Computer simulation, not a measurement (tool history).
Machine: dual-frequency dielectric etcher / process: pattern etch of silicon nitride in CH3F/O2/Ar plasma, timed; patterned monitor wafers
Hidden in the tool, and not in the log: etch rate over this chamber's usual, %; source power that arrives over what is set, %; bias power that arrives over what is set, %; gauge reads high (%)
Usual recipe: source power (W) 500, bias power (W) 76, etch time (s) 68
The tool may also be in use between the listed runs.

run    hour  source power (W)  bias power (W)  etch time (s)  wafers since the last listed run  hours since the last wet clean  hours since the last source power generator calibration  hours since the last bias power generator calibration  hours since the last upper electrode change  hours since the gauge calibration  read-back reference wafer on the same gauge, depth_nm  mean etch depth across the wafer (Å)
  1       0               430              63             68                                 0                             387                                                    662.4                                                 2414.1                                       1455.8                             1232.7                                                   60.3                                   469
  2    73.7               500              76           82.5                              1214                           460.7                                                    736.1                                                 2487.8                                       1529.5                             1306.4                                                   60.3                                   623
      111.6  -- wet clean of the chamber
  3   135.6               500              76           82.5                               624                              24                                                      798                                                 2549.7                                       1591.4                             1368.3                                                   60.3                                   644
  4   211.2               500              76           82.5                              1245                            99.6                                                    873.6                                                 2625.3                                         1667                             1443.9                                                   60.3                                   635
  5   274.5               500              76           58.5                              1043                           162.9                                                    936.9                                                 2688.6                                       1730.3                             1507.2                                                   60.3                                   450
  6   419.3               500              76           58.5                              2386                           307.7                                                   1081.7                                                 2833.4                                       1875.1                               1652                                                   60.3                                   447
  7   489.4               500              76             68                              1155                           377.8                                                   1151.8                                                 2903.5                                       1945.2                             1722.1                                                   60.4                                   519
      498.7  -- gauge calibrated
  8   549.8               500              76             68                               995                           438.2                                                   1212.2                                                 2963.9                                       2005.6                               51.1                                                   60.3                                   515
      595.6  -- wet clean of the chamber
  9   606.4               420              89             68                               537                            10.8                                                   1268.8                                                 3020.5                                       2062.2                              107.7                                                   60.3                                   510
 10   698.6               420              89             68                              1519                             103                                                     1361                                                 3112.7                                       2154.4                              199.9                                                   60.3                                   513
 11   774.1               420              89             68                              1244                           178.5                                                   1436.5                                                 3188.2                                       2229.9                              275.4                                                   60.3                                   508
 12   828.7               470              61           57.5                               899                           233.1                                                   1491.1                                                 3242.8                                       2284.5                                330                                                   60.3                                   419
 13   874.9               420              86           83.5                               761                           279.3                                                   1537.3                                                   3289                                       2330.7                              376.2                                                   60.3                                   615
      898.6  -- source power generator calibrated
 14   953.9               570              76           81.5                              1236                           358.3                                                     55.3                                                   3368                                       2409.7                              455.2                                                   60.3                                   654
 15  1053.6               610              76             68                              1643                             458                                                      155                                                 3467.7                                       2509.4                              554.9                                                   60.3                                   554
     1123.9  -- wet clean of the chamber
 16  1124.4               590              76             62                               771                             0.5                                                    225.8                                                 3538.5                                       2580.2                              625.7                                                   60.3                                   514
     1166.4  -- bias power generator calibrated
 17  1166.9               500              76             68                               634                              43                                                    268.3                                                    0.5                                       2622.7                              668.2                                                   60.4                                   526

Run 18 has not been measured yet. What should we expect?
 18  1257.8               500              76           82.5                              1498                           133.9                                                    359.2                                                   91.4                                       2713.6                              759.1                                                      ?                                     ?

read-back reference wafer on the same gauge, depth_nm: 60.3
mean etch depth across the wafer (Å): 640
Without the tool's hidden state the same run would have given mean etch depth across the wafer (Å) 642.

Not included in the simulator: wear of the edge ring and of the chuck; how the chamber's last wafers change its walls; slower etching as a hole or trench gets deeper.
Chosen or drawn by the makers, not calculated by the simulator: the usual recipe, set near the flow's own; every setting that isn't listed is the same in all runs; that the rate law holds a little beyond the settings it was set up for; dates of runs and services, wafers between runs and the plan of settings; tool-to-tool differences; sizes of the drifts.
